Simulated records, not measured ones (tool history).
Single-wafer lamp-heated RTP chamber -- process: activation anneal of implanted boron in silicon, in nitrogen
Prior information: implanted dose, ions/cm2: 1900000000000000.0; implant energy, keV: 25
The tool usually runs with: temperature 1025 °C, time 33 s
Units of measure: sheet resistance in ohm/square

run    hour  temperature  time  wafers since the last listed run  wafers since the last pyrometer calibration  wafers since the reflector plate was cleaned  hours since the gauge calibration  read-back reference wafer on the same gauge, sheet resistance  sheet resistance
  1       0         1025    33                                 0                                          261                                          1280                             1369.6                                                          70.32             65.75
  2    45.3         1025    33                               582                                          843                                          1862                             1414.9                                                          70.31             65.22
  3   137.9         1025    33                              1190                                         2034                                          3053                             1507.5                                                          70.27             65.27
  4   194.8         1049    19                               731                                         2765                                          3784                             1564.4                                                          70.23             63.35
  5   233.9         1049    19                               502                                         3268                                          4287                             1603.5                                                          70.14             63.64
  6   273.1         1041    33                               503                                         3772                                          4791                             1642.7                                                          70.23             62.95
  7   341.6         1025    33                               880                                         4652                                          5671                             1711.2                                                          70.07             65.35
      359.7  -- pyrometer window cleaned and pyrometer calibrated
      431.5  -- reflector plate cleaned
  8   440.5         1025    33                              1065                                          935                                           115                             1810.1                                                          70.01             64.84
  9   528.8         1025    33                              1135                                         2070                                          1250                             1898.4                                                          69.95             65.22
 10   628.6         1025    41                              1283                                         3353                                          2533                             1998.2                                                          69.81             64.44
 11   685.3         1025    47                               728                                         4082                                          3262                             2054.9                                                          69.72             63.43
      711.6  -- pyrometer window cleaned and pyrometer calibrated
 12   745.3         1025    39                               668                                          432                                          3931                             2114.9                                                          69.72             64.19
 13   829.6         1017    33                              1083                                         1516                                          5015                             2199.2                                                          69.61             66.56
 14   903.6         1017    33                               951                                         2467                                          5966                             2273.2                                                          69.61             66.09
        990  -- reflector plate cleaned
 15  1008.1          998    33                              1240                                         3708                                           232                             2377.7                                                          69.52             70.05
 16    1105         1047    44                              1245                                         4954                                          1478                             2474.6                                                          69.41             60.73
     1137.1  -- gauge calibrated
     1162.4  -- pyrometer window cleaned and pyrometer calibrated
 17  1187.4         1047    44                               956                                          321                                          2434                               50.3                                                          71.47             63.18
 18  1250.6         1025    13                               812                                         1134                                          3247                              113.5                                                          71.42             68.55
 19  1340.5         1025    33                              1155                                         2290                                          4403                              203.4                                                          71.47             66.49

Run 20, settings as shown, results not yet in. Your forecast:
 20  1425.7         1054    33                              1095                                         3385                                          5498                              288.6                                                              ?                 ?

For run 20 the tool returned read-back reference wafer on the same gauge, sheet resistance 71.33, sheet resistance 62.68 ohm/square.
Take away the tool's hidden state, keep the run-to-run variation as it was, and the same run would have given sheet resistance 62.77 ohm/square.
